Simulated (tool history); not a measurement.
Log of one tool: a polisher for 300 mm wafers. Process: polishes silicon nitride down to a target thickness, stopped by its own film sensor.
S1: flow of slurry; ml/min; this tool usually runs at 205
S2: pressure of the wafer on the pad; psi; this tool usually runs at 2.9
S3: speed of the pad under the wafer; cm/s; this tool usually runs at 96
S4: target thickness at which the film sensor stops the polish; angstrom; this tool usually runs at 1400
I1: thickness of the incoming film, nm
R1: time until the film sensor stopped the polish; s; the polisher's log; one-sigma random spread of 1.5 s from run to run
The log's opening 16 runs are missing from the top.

| run | hour | S1 | S2 | S3 | S4 | I1 | R1 |
|---|---|---|---|---|---|---|---|
| 17 | 724.7 | 205 | 2.4 | 96 | 1400 | 271.6 | 120.9 |
|  | 731.3 | head pressure recalibrated |
| 18 | 763 | 205 | 3.6 | 96 | 1400 | 269.3 | 78.6 |
|  | 788.4 | worn pad replaced by a new one |
| 19 | 804.2 | 230 | 2.3 | 96 | 1680 | 274.4 | 91 |
| 20 | 847.9 | 205 | 2.9 | 96 | 1400 | 270 | 96.5 |
| 21 | 893.6 | 205 | 2.9 | 96 | 1400 | 272.4 | 98.1 |
|  | 920.9 | slurry nozzle cleaned |
| 22 | 936.1 | 140 | 1.9 | 96 | 1180 | 264.3 | 147.2 |
| 23 | 997.8 | 205 | 2.9 | 128 | 1400 | 269 | 75.4 |
| 24 | 1034.7 | 205 | 2.5 | 66 | 1250 | 270 | 149 |
| 25 | 1060.6 | 230 | 3.9 | 96 | 1630 | 275.7 | 65.4 |
| 26 | 1086.7 | 255 | 2.9 | 124 | 1110 | 267.4 | 96.7 |
| 27 | 1135.4 | 270 | 3.7 | 96 | 1400 | 271.1 | 77.6 |
| 28 | 1179 | 205 | 2.9 | 122 | 1580 | 268.5 | 72.1 |
|  | 1204.2 | worn pad replaced by a new one |
| 29 | 1226 | 205 | 2.9 | 96 | 1400 | 271.4 | 98 |
|  | 1273.5 | head pressure recalibrated |
| 30 | 1367.2 | 175 | 2.9 | 96 | 1400 | 268.5 | 96.3 |
| 31 | 1405.9 | 205 | 2.9 | 96 | 1400 | 270.6 | 96.7 |
| 32 | 1445.8 | 205 | 3.2 | 96 | 1270 | 265.6 | 97.2 |
| 33 | 1499.4 | 165 | 3.2 | 84 | 1720 | 272.5 | 82.1 |
| 34 | 1554.3 | 205 | 2.9 | 122 | 1400 | 268.7 | 82.6 |
|  | 1608.6 | worn pad replaced by a new one |
| 35 | 1625.8 | 205 | 2.9 | 120 | 1400 | 269.2 | 86.5 |
|  | 1640.6 | slurry nozzle cleaned |
| 36 | 1672.4 | 230 | 2.9 | 96 | 1400 | 270.8 | 96.8 |

Forecast each of these 5 alternatives for the next run:
| A | 1672.9 | 205 | 2.9 | 96 | 1400 | 265.7 | ? |
| B | 1672.9 | 205 | 3.5 | 96 | 1400 | 265.7 | ? |
| C | 1672.9 | 275 | 2.9 | 70 | 1400 | 265.7 | ? |
| D | 1672.9 | 245 | 2.4 | 118 | 1400 | 265.7 | ? |
| E | 1672.9 | 225 | 3.3 | 128 | 1550 | 265.7 | ? |

| run | R1 |
|---|---|
| A | 93.4 |
| B | 80.5 |
| C | 110.4 |
| D | 92.2 |
| E | 60.7 |
Take away the tool's hidden state, keep each run's random variation, and the runs would have read:
| run | R1 |
|---|---|
| A | 83.7 |
| B | 72.1 |
| C | 99.2 |
| D | 82.7 |
| E | 54.4 |
